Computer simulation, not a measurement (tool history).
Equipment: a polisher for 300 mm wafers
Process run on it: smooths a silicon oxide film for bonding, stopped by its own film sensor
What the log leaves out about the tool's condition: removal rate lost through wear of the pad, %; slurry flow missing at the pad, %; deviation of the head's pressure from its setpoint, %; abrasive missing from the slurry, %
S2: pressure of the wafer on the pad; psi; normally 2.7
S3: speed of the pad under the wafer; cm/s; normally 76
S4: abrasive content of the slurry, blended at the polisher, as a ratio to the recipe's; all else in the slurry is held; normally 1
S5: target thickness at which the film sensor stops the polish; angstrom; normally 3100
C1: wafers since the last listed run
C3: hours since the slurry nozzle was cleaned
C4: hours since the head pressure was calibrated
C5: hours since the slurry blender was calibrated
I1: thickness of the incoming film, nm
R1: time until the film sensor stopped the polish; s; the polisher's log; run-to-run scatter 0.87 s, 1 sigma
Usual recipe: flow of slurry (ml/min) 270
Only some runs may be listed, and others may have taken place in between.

run 1 day=0 | flow_of_slurry_(ml/min)=270 S2=2.7 S3=76 S4=1 S5=3100 | C1=0 wafers_polished_on_this_pad=4333 C3=4.4 C4=762 C5=353.6 | I1=360.8 | R1=64.5
-- day=0.567 worn pad replaced by a new one
run 2 day=2.633 | flow_of_slurry_(ml/min)=270 S2=2.7 S3=76 S4=1 S5=3100 | C1=468 wafers_polished_on_this_pad=392 C3=67.6 C4=825.2 C5=416.8 | I1=360.4 | R1=65.6
run 3 day=6.712 | flow_of_slurry_(ml/min)=270 S2=2.7 S3=76 S4=1 S5=3100 | C1=774 wafers_polished_on_this_pad=1166 C3=165.5 C4=923.1 C5=514.7 | I1=359.6 | R1=65.2
run 4 day=9.088 | flow_of_slurry_(ml/min)=270 S2=2.7 S3=76 S4=1 S5=3100 | C1=450 wafers_polished_on_this_pad=1617 C3=222.5 C4=980.1 C5=571.7 | I1=362.3 | R1=71.2
-- day=10.062 slurry blender recalibrated
run 5 day=11.288 | flow_of_slurry_(ml/min)=300 S2=2.7 S3=76 S4=1 S5=3100 | C1=401 wafers_polished_on_this_pad=2019 C3=275.3 C4=1032.9 C5=29.4 | I1=362.4 | R1=69.9
run 6 day=12.825 | flow_of_slurry_(ml/min)=300 S2=2.7 S3=76 S4=1 S5=3100 | C1=291 wafers_polished_on_this_pad=2311 C3=312.2 C4=1069.8 C5=66.3 | I1=356.3 | R1=61.9
run 7 day=15.408 | flow_of_slurry_(ml/min)=270 S2=2.7 S3=58 S4=0.9 S5=3100 | C1=490 wafers_polished_on_this_pad=2801 C3=374.2 C4=1131.8 C5=128.3 | I1=360.8 | R1=89.9
run 8 day=17.292 | flow_of_slurry_(ml/min)=270 S2=2.7 S3=58 S4=0.9 S5=3100 | C1=357 wafers_polished_on_this_pad=3159 C3=419.4 C4=1177 C5=173.5 | I1=359.4 | R1=83.8
run 9 day=18.992 | flow_of_slurry_(ml/min)=270 S2=2.7 S3=76 S4=1 S5=3100 | C1=322 wafers_polished_on_this_pad=3481 C3=460.2 C4=1217.8 C5=214.3 | I1=356 | R1=63
run 10 day=20.933 | flow_of_slurry_(ml/min)=270 S2=2.7 S3=76 S4=1 S5=3100 | C1=368 wafers_polished_on_this_pad=3850 C3=506.8 C4=1264.4 C5=260.9 | I1=365.5 | R1=76.6
run 11 day=22.488 | flow_of_slurry_(ml/min)=270 S2=2.7 S3=76 S4=1 S5=3100 | C1=295 wafers_polished_on_this_pad=4145 C3=544.1 C4=1301.7 C5=298.2 | I1=361.2 | R1=69.2
run 12 day=24.742 | flow_of_slurry_(ml/min)=270 S2=1.9 S3=76 S4=1 S5=3100 | C1=427 wafers_polished_on_this_pad=4573 C3=598.2 C4=1355.8 C5=352.3 | I1=353.9 | R1=85.7
-- day=25.025 worn pad replaced by a new one
run 13 day=28.271 | flow_of_slurry_(ml/min)=270 S2=2.7 S3=76 S4=1 S5=3100 | C1=638 wafers_polished_on_this_pad=616 C3=682.9 C4=1440.5 C5=437 | I1=359.2 | R1=67.1
-- day=28.512 head pressure recalibrated
-- day=28.967 slurry nozzle cleaned, repeated, since the last time left the tool worse
run 14 day=31.367 | flow_of_slurry_(ml/min)=270 S2=2.7 S3=76 S4=1.15 S5=3100 | C1=564 wafers_polished_on_this_pad=1180 C3=57.6 C4=68.5 C5=511.3 | I1=362.6 | R1=56.6
run 15 day=35.133 | flow_of_slurry_(ml/min)=270 S2=2.7 S3=64 S4=1.2 S5=2950 | C1=715 wafers_polished_on_this_pad=1895 C3=148 C4=158.9 C5=601.7 | I1=356.9 | R1=74.7
-- day=37.246 slurry blender recalibrated
run 16 day=38.083 | flow_of_slurry_(ml/min)=270 S2=2.7 S3=76 S4=1 S5=3100 | C1=544 wafers_polished_on_this_pad=2439 C3=218.8 C4=229.7 C5=20.1 | I1=356.8 | R1=57.8
run 17 day=39.621 | flow_of_slurry_(ml/min)=270 S2=1.9 S3=98 S4=1.25 S5=3050 | C1=291 wafers_polished_on_this_pad=2731 C3=255.7 C4=266.6 C5=57 | I1=352.9 | R1=63.6
run 18 day=43.221 | flow_of_slurry_(ml/min)=270 S2=2.7 S3=76 S4=1 S5=3100 | C1=683 wafers_polished_on_this_pad=3414 C3=342.1 C4=353 C5=143.4 | I1=362.8 | R1=65.8
run 19 day=44.975 | flow_of_slurry_(ml/min)=175 S2=2.7 S3=76 S4=0.75 S5=3000 | C1=333 wafers_polished_on_this_pad=3747 C3=384.2 C4=395.1 C5=185.5 | I1=352.8 | R1=96.3
run 20 day=48.3 | flow_of_slurry_(ml/min)=270 S2=3.4 S3=90 S4=1 S5=3250 | C1=631 wafers_polished_on_this_pad=4378 C3=464 C4=474.9 C5=265.3 | I1=358.3 | R1=30.4
-- day=50.871 worn pad replaced by a new one
run 21 day=51.779 | flow_of_slurry_(ml/min)=270 S2=2.7 S3=76 S4=1 S5=2980 | C1=628 wafers_polished_on_this_pad=172 C3=547.5 C4=558.4 C5=348.8 | I1=355.4 | R1=71.4
-- day=52.275 slurry nozzle cleaned
run 22 day=53.775 | flow_of_slurry_(ml/min)=270 S2=2.7 S3=88 S4=1.3 S5=3100 | C1=370 wafers_polished_on_this_pad=543 C3=36 C4=606.3 C5=396.7 | I1=365.9 | R1=52.3
run 23 day=57.575 | flow_of_slurry_(ml/min)=270 S2=2.7 S3=76 S4=1 S5=3100 | C1=721 wafers_polished_on_this_pad=1264 C3=127.2 C4=697.5 C5=487.9 | I1=361.1 | R1=63.5
run 24 day=59.429 | flow_of_slurry_(ml/min)=270 S2=1.9 S3=98 S4=1.25 S5=3050 | C1=352 wafers_polished_on_this_pad=1616 C3=171.7 C4=742 C5=532.4 | I1=365.2 | R1=78.1
run 25 day=63.329 | flow_of_slurry_(ml/min)=270 S2=1.8 S3=64 S4=1 S5=3100 | C1=740 wafers_polished_on_this_pad=2357 C3=265.3 C4=835.6 C5=626 | I1=354.4 | R1=88.2
-- day=66.654 slurry blender recalibrated
-- day=74.554 worn pad replaced by a new one
run 26 day=75.092 | flow_of_slurry_(ml/min)=330 S2=2.7 S3=76 S4=1 S5=3100 | C1=2185 wafers_polished_on_this_pad=101 C3=547.6 C4=1117.9 C5=202.5 | I1=354.5 | R1=55.3
-- day=75.558 slurry nozzle cleaned
run 27 day=77.904 | flow_of_slurry_(ml/min)=270 S2=2.7 S3=76 S4=1 S5=3100 | C1=526 wafers_polished_on_this_pad=627 C3=56.3 C4=1185.4 C5=270 | I1=358.3 | R1=59.4
run 28 day=79.833 | flow_of_slurry_(ml/min)=305 S2=3.1 S3=66 S4=1 S5=3190 | C1=366 wafers_polished_on_this_pad=993 C3=102.6 C4=1231.7 C5=316.3 | I1=366.4 | R1=54.7
run 29 day=83.638 | flow_of_slurry_(ml/min)=270 S2=2.7 S3=76 S4=1 S5=3100 | C1=722 wafers_polished_on_this_pad=1716 C3=193.9 C4=1323 C5=407.6 | I1=356.2 | R1=56.9
-- day=85.396 head pressure recalibrated
run 30 day=86.912 | flow_of_slurry_(ml/min)=205 S2=2.7 S3=62 S4=1 S5=3100 | C1=605 wafers_polished_on_this_pad=2322 C3=272.5 C4=36.4 C5=486.2 | I1=353.2 | R1=62
-- day=96.125 slurry blender recalibrated
run 31 day=98.867 | flow_of_slurry_(ml/min)=270 S2=2.7 S3=76 S4=1 S5=3100 | C1=2253 wafers_polished_on_this_pad=4575 C3=559.4 C4=323.3 C5=65.8 | I1=358.5 | R1=60.1

Across each entry between runs, compare the hidden state at the last listed run before it with the hidden state at the first listed run after it:
In the gap between runs 1 and 2: worn pad replaced by a new one (day 0.567)
  slurry flow missing at the pad, %: 32.1 -> 37.4
  what was measured, less what the result would be without the hidden state, R1: +3.4 -> +4.3 s
In the gap between runs 4 and 5: slurry blender recalibrated (day 10.062)
  slurry flow missing at the pad, %: 45.4 -> 47
  what was measured, less what the result would be without the hidden state, R1: +6.6 -> +6.2 s
In the gap between runs 12 and 13: worn pad replaced by a new one (day 25.025)
  slurry flow missing at the pad, %: 51.5 -> 52
  what was measured, less what the result would be without the hidden state, R1: +10.2 -> +8.1 s
In the gap between runs 13 and 14: head pressure recalibrated (day 28.512); slurry nozzle cleaned, repeated, since the last time left the tool worse (day 28.967)
  slurry flow missing at the pad, %: 52 -> 9.04
  what was measured, less what the result would be without the hidden state, R1: +8.1 -> +0.6 s
In the gap between runs 15 and 16: slurry blender recalibrated (day 37.246)
  slurry flow missing at the pad, %: 14.6 -> 17.6
  what was measured, less what the result would be without the hidden state, R1: +1.4 -> +1.4 s
In the gap between runs 20 and 21: worn pad replaced by a new one (day 50.871)
  slurry flow missing at the pad, %: 22.8 -> 23.6
  what was measured, less what the result would be without the hidden state, R1: +1 -> +2.4 s
In the gap between runs 21 and 22: slurry nozzle cleaned (day 52.275)
  slurry flow missing at the pad, %: 23.6 -> 3.48
  what was measured, less what the result would be without the hidden state, R1: +2.4 -> +0.3 s
In the gap between runs 25 and 26: slurry blender recalibrated (day 66.654); worn pad replaced by a new one (day 74.554)
  slurry flow missing at the pad, %: 15.2 -> 19.7
  what was measured, less what the result would be without the hidden state, R1: +1.7 -> +1.2 s
In the gap between runs 26 and 27: slurry nozzle cleaned (day 75.558)
  slurry flow missing at the pad, %: 19.7 -> 10.2
  what was measured, less what the result would be without the hidden state, R1: +1.2 -> +0.7 s
In the gap between runs 29 and 30: head pressure recalibrated (day 85.396)
  slurry flow missing at the pad, %: 17.9 -> 20.5
  what was measured, less what the result would be without the hidden state, R1: +1.4 -> +2.4 s
In the gap between runs 30 and 31: slurry blender recalibrated (day 96.125)
  slurry flow missing at the pad, %: 20.5 -> 24.9
  what was measured, less what the result would be without the hidden state, R1: +2.4 -> +2.2 s
